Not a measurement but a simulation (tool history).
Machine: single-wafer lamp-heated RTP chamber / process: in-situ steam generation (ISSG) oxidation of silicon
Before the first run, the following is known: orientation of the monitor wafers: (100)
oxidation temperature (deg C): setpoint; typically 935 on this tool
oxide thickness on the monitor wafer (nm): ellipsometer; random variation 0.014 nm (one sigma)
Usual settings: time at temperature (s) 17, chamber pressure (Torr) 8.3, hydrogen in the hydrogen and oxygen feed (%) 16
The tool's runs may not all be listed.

run,day,oxidation temperature (deg C),time at temperature (s),chamber pressure (Torr),hydrogen in the hydrogen and oxygen feed (%),wafers since the last listed run,wafers since the last pyrometer calibration,hours since the pressure gauge was zeroed,hours since the hydrogen flow controller was replaced,hours since the gauge calibration,"read-back reference wafer on the same gauge, thickness",oxide thickness on the monitor wafer (nm)
1,0.000,935,17,8.3,16,0,2921,1600.9,3617.5,658.7,3.672,4.073
# day 1.062: pyrometer window cleaned and pyrometer calibrated
2,4.438,935,17,8.3,16,859,707,1707.4,3724.0,765.2,3.670,3.972
3,7.817,935,17,8.3,16,707,1415,1788.5,3805.1,846.3,3.669,4.018
4,9.862,947,17,8.3,24,428,1843,1837.6,3854.2,895.4,3.675,4.563
5,13.150,947,17,8.3,24,688,2532,1916.5,3933.1,974.3,3.672,4.601
# day 15.050: pyrometer window cleaned and pyrometer calibrated
6,16.296,941,17,8.3,16,589,261,1992.0,4008.6,1049.8,3.665,4.039
7,18.654,935,17,8.7,16,494,755,2048.6,4065.2,1106.4,3.669,3.988
8,22.596,935,17,8.3,16,825,1581,2143.2,4159.8,1201.0,3.665,4.016
# day 23.783: gauge calibrated
9,25.900,935,17,8.3,16,692,2273,2222.5,4239.1,50.8,3.671,4.062
# day 27.675: pyrometer window cleaned and pyrometer calibrated
10,27.712,935,17,8.3,16,309,7,2266.0,4282.6,94.3,3.673,3.986
11,31.317,935,17,7.8,16,755,762,2352.5,4369.1,180.8,3.674,4.001
12,35.779,952,23,7.4,16,934,1697,2459.6,4476.2,287.9,3.676,4.804
13,38.217,935,17,8.3,16,510,2208,2518.1,4534.7,346.4,3.669,4.051
# day 38.621: hydrogen flow controller replaced
# day 41.892: pyrometer window cleaned and pyrometer calibrated
14,41.912,917,21,8.3,21,634,4,2606.8,79.0,435.1,3.671,4.398
# day 44.229: pressure gauge zeroed
15,44.296,935,12,8.3,16,429,433,1.6,136.2,492.3,3.671,3.482
16,47.771,935,17,8.3,16,728,1161,85.0,219.6,575.7,3.669,3.990
17,51.196,935,17,8.8,16,717,1879,167.2,301.8,657.9,3.672,4.032
# day 54.429: pyrometer window cleaned and pyrometer calibrated
18,58.883,953,17,8.3,16,1540,933,351.7,486.3,842.4,3.670,4.204
19,62.538,921,11,8.3,20,765,1698,439.4,574.0,930.1,3.672,3.484
20,65.942,935,21,8.3,16,713,2411,521.1,655.7,1011.8,3.664,4.407

For some of the steps in oxide thickness on the monitor wafer (nm) from one run to the next: how much would appear even if the tool had no hidden state, given the settings, what came in and random variation, and how much remains for the hidden state plus any gauge scatter that the measured result and the result without hidden state don't share?
The hidden state here: true wafer temperature minus pyrometer reading, K; true pressure minus gauge reading, Torr; deviation of the hydrogen flow from its setpoint, %; gauge reads high (%).
Run 1 -> 2: pyrometer window cleaned and pyrometer calibrated. oxide thickness on the monitor wafer (nm) -0.101: hidden state -0.082, all else -0.019.
Run 5 -> 6: oxidation temperature (deg C) 947 -> 941, hydrogen in the hydrogen and oxygen feed (%) 24 -> 16, pyrometer window cleaned and pyrometer calibrated. oxide thickness on the monitor wafer (nm) -0.562: hidden state -0.100, all else -0.462.
Run 14 -> 15: oxidation temperature (deg C) 917 -> 935, time at temperature (s) 21 -> 12, hydrogen in the hydrogen and oxygen feed (%) 21 -> 16, pressure gauge zeroed. oxide thickness on the monitor wafer (nm) -0.916: hidden state +0.012, all else -0.928.
Run 19 -> 20: oxidation temperature (deg C) 921 -> 935, time at temperature (s) 11 -> 21, hydrogen in the hydrogen and oxygen feed (%) 20 -> 16. oxide thickness on the monitor wafer (nm) +0.923: hidden state +0.061, all else +0.862.

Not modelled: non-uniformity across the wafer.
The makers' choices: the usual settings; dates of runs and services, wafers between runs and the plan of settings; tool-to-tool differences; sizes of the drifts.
